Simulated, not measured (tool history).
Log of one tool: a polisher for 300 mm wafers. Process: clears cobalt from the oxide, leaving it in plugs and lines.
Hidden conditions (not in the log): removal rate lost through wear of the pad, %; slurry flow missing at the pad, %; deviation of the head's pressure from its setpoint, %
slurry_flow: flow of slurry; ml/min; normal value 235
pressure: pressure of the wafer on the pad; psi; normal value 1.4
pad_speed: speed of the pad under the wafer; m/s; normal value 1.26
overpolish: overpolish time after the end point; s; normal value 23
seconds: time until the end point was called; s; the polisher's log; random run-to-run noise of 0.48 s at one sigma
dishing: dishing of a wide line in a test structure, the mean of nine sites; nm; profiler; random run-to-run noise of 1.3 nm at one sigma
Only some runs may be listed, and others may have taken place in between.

run	day	slurry_flow	pressure	pad_speed	overpolish	wafers since the last listed run	wafers polished on this pad	hours since the slurry nozzle was cleaned	hours since the head pressure was calibrated	incoming thickness of the incoming film, nm	seconds	dishing
1	0.000	235	1.4	1.26	23	0	1505	165.6	427.6	172.9	36.6	61.7
2	2.100	235	1.4	1.26	23	435	1941	216.0	478.0	167.2	36.0	60.5
3	3.938	275	1.4	1.26	23	381	2322	260.1	522.1	170.6	35.8	62.1
4	6.033	275	1.4	1.26	23	434	2757	310.4	572.4	168.1	35.5	59.0
5	7.558	275	1.4	1.26	23	316	3073	347.0	609.0	171.7	36.7	59.4
# day 8.700: worn pad replaced by a new one
6	8.979	235	1.4	1.26	23	260	57	381.1	643.1	172.6	37.7	59.4
7	10.429	235	1.4	1.26	23	300	358	415.9	677.9	169.5	38.2	60.0
# day 12.317: slurry nozzle cleaned
8	12.438	235	1.4	1.26	23	408	766	2.9	726.1	169.8	35.8	60.2
9	14.412	235	1.4	1.26	23	409	1176	50.3	773.5	171.8	36.8	60.8
10	17.233	235	1.4	1.26	23	585	1762	118.0	841.2	168.6	35.2	60.8
11	19.629	255	1.4	1.26	16	497	2259	175.5	898.7	170.2	36.2	51.4
12	21.208	270	1.0	1.06	33	327	2586	213.4	936.6	169.7	57.8	57.0
13	23.221	235	1.4	1.64	31	417	3004	261.7	984.9	168.3	29.5	68.4
14	26.188	305	1.4	0.90	23	615	3619	332.9	1056.1	171.3	48.0	52.7
15	28.017	235	1.4	0.96	30	379	3999	376.8	1100.0	168.3	45.8	59.8
# day 28.346: worn pad replaced by a new one
16	29.308	235	1.4	1.26	23	233	199	407.8	1131.0	167.2	35.6	60.4
# day 31.254: slurry nozzle cleaned
# day 31.283: head pressure recalibrated
17	31.725	235	1.4	1.26	23	487	686	11.3	10.6	169.2	36.1	59.5
18	32.850	275	1.1	1.26	23	233	920	38.3	37.6	169.0	44.7	53.6
19	35.329	235	1.8	1.06	23	514	1434	97.8	97.1	170.2	31.6	62.4
20	37.692	235	1.4	1.26	23	490	1924	154.5	153.8	168.9	35.5	59.9
21	39.983	235	1.4	1.26	23	475	2400	209.5	208.8	169.2	35.5	59.6
22	41.442	235	1.8	1.26	23	302	2703	244.5	243.8	168.2	27.8	64.2
23	43.800	285	1.5	1.26	11	489	3192	301.1	300.4	169.0	33.3	41.9
24	44.838	235	1.7	1.26	18	215	3407	326.0	325.3	170.0	30.4	58.1
25	46.571	235	1.0	1.26	15	359	3767	367.6	366.9	172.3	53.3	38.5
# day 47.271: slurry nozzle cleaned
# day 49.108: worn pad replaced by a new one
26	49.454	235	1.4	1.26	23	555	71	52.4	436.1	169.5	35.2	60.0
27	52.212	180	1.2	1.40	23	572	643	118.6	502.3	170.5	40.1	57.6
28	53.988	180	1.4	1.26	23	368	1012	161.2	544.9	171.8	36.7	58.3

Run 29 comes next. What will it give?
29	56.188	235	1.4	1.26	23	456	1468	214.0	597.7	171.0	?	?

For run 29 the tool returned seconds 36.5 s, dishing 59.7 nm.
Without the tool's hidden state the same run would have given seconds 36.0 s, dishing 60.0 nm.

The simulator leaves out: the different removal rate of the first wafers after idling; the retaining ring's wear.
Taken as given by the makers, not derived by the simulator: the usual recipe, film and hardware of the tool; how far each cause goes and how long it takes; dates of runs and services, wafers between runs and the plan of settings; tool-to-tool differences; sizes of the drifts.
